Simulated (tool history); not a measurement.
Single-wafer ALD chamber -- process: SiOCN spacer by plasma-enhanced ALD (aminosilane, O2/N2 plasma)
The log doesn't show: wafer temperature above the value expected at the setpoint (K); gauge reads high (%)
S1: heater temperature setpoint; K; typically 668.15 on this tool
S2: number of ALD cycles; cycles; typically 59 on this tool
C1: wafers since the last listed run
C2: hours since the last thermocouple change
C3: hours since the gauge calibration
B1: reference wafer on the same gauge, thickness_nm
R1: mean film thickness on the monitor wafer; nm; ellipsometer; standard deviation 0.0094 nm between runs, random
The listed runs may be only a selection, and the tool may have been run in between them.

{"run": 1, "hour": 0.0, "S1": 668.15, "S2": 51, "C1": 0, "C2": 1891.6, "C3": 91.8, "B1": 3.218, "R1": 3.261}
{"run": 2, "hour": 18.0, "S1": 668.15, "S2": 51, "C1": 106, "C2": 1909.6, "C3": 109.8, "B1": 3.222, "R1": 3.264}
{"run": 3, "hour": 31.1, "S1": 668.15, "S2": 59, "C1": 77, "C2": 1922.7, "C3": 122.9, "B1": 3.223, "R1": 3.763}
{"run": 4, "hour": 44.1, "S1": 668.15, "S2": 59, "C1": 77, "C2": 1935.7, "C3": 135.9, "B1": 3.228, "R1": 3.786}
{"run": 5, "hour": 52.6, "S1": 668.15, "S2": 59, "C1": 50, "C2": 1944.2, "C3": 144.4, "B1": 3.225, "R1": 3.764}
{"run": 6, "hour": 63.4, "S1": 661.15, "S2": 59, "C1": 64, "C2": 1955.0, "C3": 155.2, "B1": 3.226, "R1": 3.802}
{"hour": 82.1, "done": "thermocouple changed; heater temperature recalibrated"}
{"run": 7, "hour": 82.6, "S1": 658.15, "S2": 66, "C1": 66, "C2": 0.5, "C3": 174.4, "B1": 3.233, "R1": 4.25}
{"run": 8, "hour": 96.8, "S1": 668.15, "S2": 59, "C1": 84, "C2": 14.7, "C3": 188.6, "B1": 3.234, "R1": 3.798}
{"run": 9, "hour": 112.6, "S1": 678.15, "S2": 49, "C1": 93, "C2": 30.5, "C3": 204.4, "B1": 3.239, "R1": 3.116}
{"run": 10, "hour": 124.4, "S1": 678.15, "S2": 65, "C1": 69, "C2": 42.3, "C3": 216.2, "B1": 3.238, "R1": 4.158}
{"run": 11, "hour": 133.2, "S1": 673.15, "S2": 49, "C1": 52, "C2": 51.1, "C3": 225.0, "B1": 3.241, "R1": 3.158}

Predict the results of run 12:
{"run": 12, "hour": 139.2, "S1": 668.15, "S2": 59, "C1": 35, "C2": 57.1, "C3": 231.0, "B1": "?", "R1": "?"}

{"run 12": {"B1": 3.24, "R1": 3.796}}
With no hidden state in the tool, this same run would have given R1 3.763 nm.

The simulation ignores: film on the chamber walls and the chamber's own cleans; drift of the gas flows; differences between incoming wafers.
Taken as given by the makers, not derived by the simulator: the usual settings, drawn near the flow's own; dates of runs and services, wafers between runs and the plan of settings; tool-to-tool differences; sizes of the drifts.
